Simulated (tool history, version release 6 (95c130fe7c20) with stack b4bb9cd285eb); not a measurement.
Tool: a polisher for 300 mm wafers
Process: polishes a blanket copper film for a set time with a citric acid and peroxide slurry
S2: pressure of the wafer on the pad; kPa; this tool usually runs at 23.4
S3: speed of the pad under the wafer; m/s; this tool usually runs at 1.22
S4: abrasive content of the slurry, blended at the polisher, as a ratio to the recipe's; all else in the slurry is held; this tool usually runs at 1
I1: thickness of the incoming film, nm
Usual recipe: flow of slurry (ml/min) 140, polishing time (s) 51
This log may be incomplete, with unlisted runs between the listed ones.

Run 1, day 0: usual settings but flow of slurry (ml/min) 125; I1 989. Result: film removed (nm) 136.6.
Run 2, day 1.221: usual settings but S3 0.92 m/s, S4 0.85; I1 980. Result: film removed (nm) 102.5.
Run 3, day 4.092: usual settings but S3 0.92 m/s, S4 0.85; I1 1012.9. Result: film removed (nm) 102.4.
Run 4, day 6.15: usual settings but S3 0.92 m/s, S4 0.85; I1 1002.4. Result: film removed (nm) 101.9.
Run 5, day 7.238: usual settings but S3 0.94 m/s; I1 990.8. Result: film removed (nm) 104.5.
Run 6, day 8.696: usual settings but S3 0.94 m/s; I1 1010.9. Result: film removed (nm) 104.1.
At day 8.929: head pressure recalibrated.
At day 9.712: worn pad replaced by a new one.
Run 7, day 10.042: usual settings; I1 1005.2. Result: film removed (nm) 140.4.
At day 11.604: slurry blender recalibrated.
Run 8, day 11.817: usual settings but flow of slurry (ml/min) 160; I1 985. Result: film removed (nm) 151.3.
Run 9, day 14.196: usual settings but flow of slurry (ml/min) 160; I1 1006.2. Result: film removed (nm) 147.2.
Run 10, day 15.392: usual settings but polishing time (s) 38; I1 1013.7. Result: film removed (nm) 105.6.
Run 11, day 17.454: usual settings but S4 0.9, polishing time (s) 39; I1 1019.7. Result: film removed (nm) 104.
At day 17.779: slurry nozzle cleaned.
Run 12, day 20.092: usual settings but flow of slurry (ml/min) 90, S2 31.7 kPa, polishing time (s) 66; I1 1002.7. Result: film removed (nm) 215.1.
Run 13, day 22.542: usual settings; I1 1011.4. Result: film removed (nm) 136.9.
At day 23.354: worn pad replaced by a new one.
At day 24.071: slurry blender recalibrated.
Run 14, day 24.604: usual settings but S2 27.6 kPa, S3 0.92 m/s, S4 1.2; I1 1006.9. Result: film removed (nm) 130.1.
Run 15, day 26.275: usual settings; I1 987.3. Result: film removed (nm) 140.6.
At day 26.938: head pressure recalibrated.
Run 16, day 27.533: usual settings but S4 0.75, polishing time (s) 40; I1 1003.6. Result: film removed (nm) 111.6.
Run 17, day 30.062: usual settings but flow of slurry (ml/min) 175, S4 1.25, polishing time (s) 59; I1 1000.3. Result: film removed (nm) 178.1.
Run 18, day 32.804: usual settings but S2 31.7 kPa, S3 1.48 m/s, S4 1.15, polishing time (s) 68; I1 992.7. Result: film removed (nm) 308.7.
At day 37.721: worn pad replaced by a new one.
Run 19, day 38.408: usual settings but flow of slurry (ml/min) 185, S4 0.9; I1 1003.3. Result: film removed (nm) 141.6.
At day 39.221: slurry blender recalibrated.
Run 20, day 39.933: usual settings; I1 988. Result: film removed (nm) 143.6.
Run 21, day 41.608: usual settings but S3 1.46 m/s; I1 1002.9. Result: film removed (nm) 165.8.
At day 42.129: slurry nozzle cleaned.
Run 22, day 42.708: usual settings but flow of slurry (ml/min) 160, S2 19.3 kPa, S4 1.1, polishing time (s) 35; I1 998.1. Result: film removed (nm) 82.3.
Run 23, day 44.154: usual settings but flow of slurry (ml/min) 95, polishing time (s) 62; I1 999.3. Result: film removed (nm) 152.8.
At day 44.729: head pressure recalibrated.
Run 24, day 45.638: usual settings but S2 16.5 kPa, S3 1.6 m/s; I1 1007.9. Result: film removed (nm) 133.
Run 25, day 48.542: usual settings; I1 995.2. Result: film removed (nm) 140.2.
Run 26, day 50.612: usual settings; I1 999.7. Result: film removed (nm) 139.7.
At day 51: worn pad replaced by a new one.
At day 51.212: slurry blender recalibrated.
Run 27, day 51.879: usual settings but S2 29.6 kPa, S4 0.7; I1 1014.6. Result: film removed (nm) 175.2.
Run 28, day 54.246: usual settings; I1 992.3. Result: film removed (nm) 140.7.
Run 29, day 55.688: usual settings; I1 997.5. Result: film removed (nm) 139.9.

Each row is a separate what-if for the run after 29, all from the same tool condition, not one after another. Results?
Run A, day 55.704: usual settings; I1 979.3. Result: film removed (nm) ?.
Run B, day 55.704: usual settings but flow of slurry (ml/min) 115, S3 0.86 m/s, S4 0.9, polishing time (s) 59; I1 979.3. Result: film removed (nm) ?.
Run C, day 55.704: usual settings but S3 0.86 m/s, S4 1.15, polishing time (s) 33; I1 979.3. Result: film removed (nm) ?.
Run D, day 55.704: usual settings but S2 18.6 kPa, S4 1.25; I1 979.3. Result: film removed (nm) ?.
Run E, day 55.704: usual settings but S4 1.1, polishing time (s) 40; I1 979.3. Result: film removed (nm) ?.

run  film removed (nm)
  A              141.3
  B              109.4
  C               66.3
  D              116.6
  E              112.4
The same runs, with their run-to-run variation unchanged, on a tool lacking any hidden condition would have given:
run  film removed (nm)
  A                154
  B              119.2
  C               72.3
  D              127.2
  E              122.6

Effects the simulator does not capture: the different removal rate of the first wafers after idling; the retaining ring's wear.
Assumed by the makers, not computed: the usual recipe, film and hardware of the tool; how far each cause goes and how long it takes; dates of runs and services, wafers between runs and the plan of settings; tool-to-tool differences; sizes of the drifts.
